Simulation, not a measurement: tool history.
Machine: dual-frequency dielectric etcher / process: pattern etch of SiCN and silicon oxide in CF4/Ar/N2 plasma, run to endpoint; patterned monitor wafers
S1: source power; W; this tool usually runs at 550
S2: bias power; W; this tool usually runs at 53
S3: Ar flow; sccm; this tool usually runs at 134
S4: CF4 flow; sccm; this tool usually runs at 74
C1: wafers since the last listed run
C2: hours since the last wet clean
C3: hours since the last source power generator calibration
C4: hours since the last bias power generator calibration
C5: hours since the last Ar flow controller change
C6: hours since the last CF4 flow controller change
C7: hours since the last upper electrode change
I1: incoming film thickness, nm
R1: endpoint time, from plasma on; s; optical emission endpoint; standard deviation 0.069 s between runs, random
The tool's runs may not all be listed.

| run | day | S1 | S2 | S3 | S4 | C1 | C2 | C3 | C4 | C5 | C6 | C7 | I1 | R1 |
|---|---|---|---|---|---|---|---|---|---|---|---|---|---|---|
| 1 | 0 | 460 | 53 | 134 | 74 | 0 | 183.5 | 2192.7 | 2224.5 | 187.4 | 68.2 | 17.4 | 12.97 | 17.2 |
| 2 | 3.917 | 460 | 53 | 134 | 74 | 1711 | 277.5 | 2286.7 | 2318.5 | 281.4 | 162.2 | 111.4 | 13.06 | 17.5 |
| 3 | 6.95 | 550 | 53 | 134 | 74 | 1325 | 350.3 | 2359.5 | 2391.3 | 354.2 | 235 | 184.2 | 13.21 | 14.3 |
| 4 | 11.229 | 550 | 53 | 134 | 74 | 1870 | 453 | 2462.2 | 2494 | 456.9 | 337.7 | 286.9 | 13.03 | 14 |
| 5 | 14.142 | 550 | 53 | 134 | 74 | 1272 | 522.9 | 2532.1 | 2563.9 | 526.8 | 407.6 | 356.8 | 13.21 | 14.4 |
|  | 16.596 | wet clean of the chamber |
| 6 | 17.746 | 550 | 53 | 134 | 74 | 1138 | 27.6 | 2618.6 | 2650.4 | 613.3 | 494.1 | 443.3 | 13.12 | 14.3 |
| 7 | 19.388 | 440 | 59 | 134 | 79 | 717 | 67 | 2658 | 2689.8 | 652.7 | 533.5 | 482.7 | 13.12 | 17.6 |
| 8 | 21.171 | 640 | 47 | 123 | 65 | 779 | 109.8 | 2700.8 | 2732.6 | 695.5 | 576.3 | 525.5 | 13.18 | 12.6 |
|  | 22.233 | bias power generator calibrated |
| 9 | 23.579 | 550 | 53 | 134 | 74 | 979 | 167.6 | 2758.6 | 32.3 | 753.3 | 634.1 | 583.3 | 13.1 | 14.2 |
| 10 | 27.221 | 550 | 42 | 158 | 74 | 1591 | 255 | 2846 | 119.7 | 840.7 | 721.5 | 670.7 | 12.99 | 15.4 |
| 11 | 30.717 | 640 | 57 | 134 | 74 | 1527 | 338.9 | 2929.9 | 203.6 | 924.6 | 805.4 | 754.6 | 13.11 | 11.8 |
| 12 | 33.417 | 600 | 58 | 166 | 74 | 1180 | 403.7 | 2994.7 | 268.4 | 989.4 | 870.2 | 819.4 | 13.17 | 13 |
|  | 36.521 | source power generator calibrated |
| 13 | 36.542 | 470 | 58 | 134 | 74 | 1293 | 478.7 | 0.5 | 343.4 | 1064.4 | 945.2 | 894.4 | 12.98 | 16.4 |
| 14 | 38.046 | 640 | 65 | 168 | 74 | 657 | 514.8 | 36.6 | 379.5 | 1100.5 | 981.3 | 930.5 | 13.11 | 11.7 |
| 15 | 39.738 | 480 | 65 | 111 | 92 | 739 | 555.4 | 77.2 | 420.1 | 1141.1 | 1021.9 | 971.1 | 13.07 | 14.6 |
| 16 | 42.017 | 480 | 45 | 134 | 63 | 996 | 610.1 | 131.9 | 474.8 | 1195.8 | 1076.6 | 1025.8 | 13.08 | 18 |
| 17 | 44.071 | 550 | 53 | 134 | 74 | 897 | 659.4 | 181.2 | 524.1 | 1245.1 | 1125.9 | 1075.1 | 13.09 | 14.2 |
|  | 45.521 | wet clean of the chamber |
| 18 | 48.304 | 550 | 53 | 134 | 90 | 1413 | 66.8 | 282.8 | 625.7 | 1346.7 | 1227.5 | 1176.7 | 13.17 | 13.7 |
| 19 | 50.971 | 550 | 53 | 134 | 74 | 1165 | 130.8 | 346.8 | 689.7 | 1410.7 | 1291.5 | 1240.7 | 12.97 | 14.1 |
| 20 | 54.662 | 550 | 53 | 134 | 74 | 1613 | 219.4 | 435.4 | 778.3 | 1499.3 | 1380.1 | 1329.3 | 13.18 | 14.4 |
| 21 | 58.283 | 550 | 53 | 108 | 74 | 1582 | 306.3 | 522.3 | 865.2 | 1586.2 | 1467 | 1416.2 | 13.11 | 13.8 |
| 22 | 60.142 | 550 | 64 | 108 | 69 | 812 | 350.9 | 566.9 | 909.8 | 1630.8 | 1511.6 | 1460.8 | 13.01 | 13.2 |
| 23 | 63.383 | 430 | 53 | 134 | 74 | 1416 | 428.7 | 644.7 | 987.6 | 1708.6 | 1589.4 | 1538.6 | 13.13 | 18.9 |

Branching from run 23: 5 alternative next runs. What would each branch give?
| A | 63.4 | 550 | 53 | 134 | 74 | 7 | 429.1 | 645.1 | 988 | 1709 | 1589.8 | 1539 | 13.06 | ? |
| B | 63.4 | 630 | 53 | 125 | 74 | 7 | 429.1 | 645.1 | 988 | 1709 | 1589.8 | 1539 | 13.06 | ? |
| C | 63.4 | 550 | 53 | 134 | 83 | 7 | 429.1 | 645.1 | 988 | 1709 | 1589.8 | 1539 | 13.06 | ? |
| D | 63.4 | 550 | 53 | 134 | 60 | 7 | 429.1 | 645.1 | 988 | 1709 | 1589.8 | 1539 | 13.06 | ? |
| E | 63.4 | 470 | 53 | 134 | 74 | 7 | 429.1 | 645.1 | 988 | 1709 | 1589.8 | 1539 | 13.06 | ? |

| run | R1 |
|---|---|
| A | 14.2 |
| B | 12 |
| C | 13.8 |
| D | 14.9 |
| E | 17 |
What these runs would have given with no unlogged condition in the tool:
| run | R1 |
|---|---|
| A | 14.2 |
| B | 12 |
| C | 13.8 |
| D | 14.9 |
| E | 17 |
